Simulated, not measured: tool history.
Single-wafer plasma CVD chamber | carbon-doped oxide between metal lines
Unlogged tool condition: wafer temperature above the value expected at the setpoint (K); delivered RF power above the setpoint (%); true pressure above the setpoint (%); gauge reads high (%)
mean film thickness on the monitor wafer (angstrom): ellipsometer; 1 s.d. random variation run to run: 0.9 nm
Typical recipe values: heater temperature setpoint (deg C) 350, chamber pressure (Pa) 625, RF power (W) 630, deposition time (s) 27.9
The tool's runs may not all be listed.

run,hour,heater temperature setpoint (deg C),chamber pressure (Pa),RF power (W),deposition time (s),wafers since the last listed run,hours since the last thermocouple change,hours since the last RF generator calibration,hours since the last manometer calibration,hours since the showerhead was replaced,hours since the gauge calibration,"read-back reference wafer on the same gauge, thickness_nm",mean film thickness on the monitor wafer (angstrom)
1,0.0,350,685,630,27.9,0,1325.0,1382.3,30.7,4490.2,163.1,194.258,1642.65
2,40.1,350,685,630,27.9,976,1365.1,1422.4,70.8,4530.3,203.2,193.794,1652.72
3,97.4,350,685,630,27.9,1395,1422.4,1479.7,128.1,4587.6,260.5,194.045,1647.18
# hour 141.2: thermocouple changed; heater temperature recalibrated
4,141.7,350,625,630,27.9,884,0.5,1524.0,172.4,4631.9,304.8,193.802,1649.23
# hour 176.2: showerhead replaced
5,182.6,357,665,630,23.5,801,41.4,1564.9,213.3,6.4,345.7,193.874,1381.04
6,241.1,350,625,630,27.9,1425,99.9,1623.4,271.8,64.9,404.2,194.074,1653.95
7,283.0,362,744,540,32.9,1020,141.8,1665.3,313.7,106.8,446.1,193.952,1731.61
8,341.5,350,673,505,30.4,1425,200.3,1723.8,372.2,165.3,504.6,194.210,1566.59
9,410.7,350,625,630,25.4,1685,269.5,1793.0,441.4,234.5,573.8,193.808,1505.11
10,551.8,350,625,630,27.9,3437,410.6,1934.1,582.5,375.6,714.9,194.050,1655.48
11,587.1,350,625,630,27.9,859,445.9,1969.4,617.8,410.9,750.2,193.544,1647.65
12,627.7,350,625,630,25.4,989,486.5,2010.0,658.4,451.5,790.8,194.091,1493.19
13,653.1,350,625,630,22.9,618,511.9,2035.4,683.8,476.9,816.2,194.006,1356.10
14,714.9,350,625,630,32.2,1505,573.7,2097.2,745.6,538.7,878.0,194.232,1892.00
15,767.9,343,699,630,24.1,1291,626.7,2150.2,798.6,591.7,931.0,193.991,1486.44
16,796.3,350,625,525,31.4,691,655.1,2178.6,827.0,620.1,959.4,193.860,1633.94
17,856.1,350,625,630,27.9,1456,714.9,2238.4,886.8,679.9,1019.2,193.575,1636.59
# hour 876.5: RF generator calibrated
18,922.6,361,625,630,30.5,1425,781.4,46.1,953.3,746.4,1085.7,193.740,1748.49
19,978.5,340,563,630,27.9,1361,837.3,102.0,1009.2,802.3,1141.6,193.937,1682.08
20,1015.0,350,625,595,27.9,889,873.8,138.5,1045.7,838.8,1178.1,193.982,1566.55
21,1077.7,350,625,630,24.6,1527,936.5,201.2,1108.4,901.5,1240.8,194.284,1432.96
22,1137.1,350,700,520,29.5,1447,995.9,260.6,1167.8,960.9,1300.2,193.838,1523.47
23,1199.8,339,625,630,23.4,1527,1058.6,323.3,1230.5,1023.6,1362.9,194.109,1437.93
24,1255.1,342,513,570,24.6,1347,1113.9,378.6,1285.8,1078.9,1418.2,193.832,1355.99
25,1317.8,350,545,670,27.9,1527,1176.6,441.3,1348.5,1141.6,1480.9,193.871,1679.39
26,1352.5,360,625,630,27.9,845,1211.3,476.0,1383.2,1176.3,1515.6,193.518,1576.72
27,1378.9,343,625,680,23.4,643,1237.7,502.4,1409.6,1202.7,1542.0,193.791,1478.77

Had the tool no unlogged condition, and each run kept its random variation, what would the results have been?
run,mean film thickness on the monitor wafer (angstrom)
1,1670.71
2,1681.74
3,1677.20
4,1644.05
5,1377.75
6,1650.83
7,1729.65
8,1565.61
9,1505.45
10,1658.59
11,1651.43
12,1497.33
13,1360.26
14,1899.17
15,1493.66
16,1641.69
17,1645.50
18,1758.23
19,1695.49
20,1577.99
21,1444.48
22,1536.78
23,1453.97
24,1371.16
25,1697.61
26,1592.66
27,1497.62

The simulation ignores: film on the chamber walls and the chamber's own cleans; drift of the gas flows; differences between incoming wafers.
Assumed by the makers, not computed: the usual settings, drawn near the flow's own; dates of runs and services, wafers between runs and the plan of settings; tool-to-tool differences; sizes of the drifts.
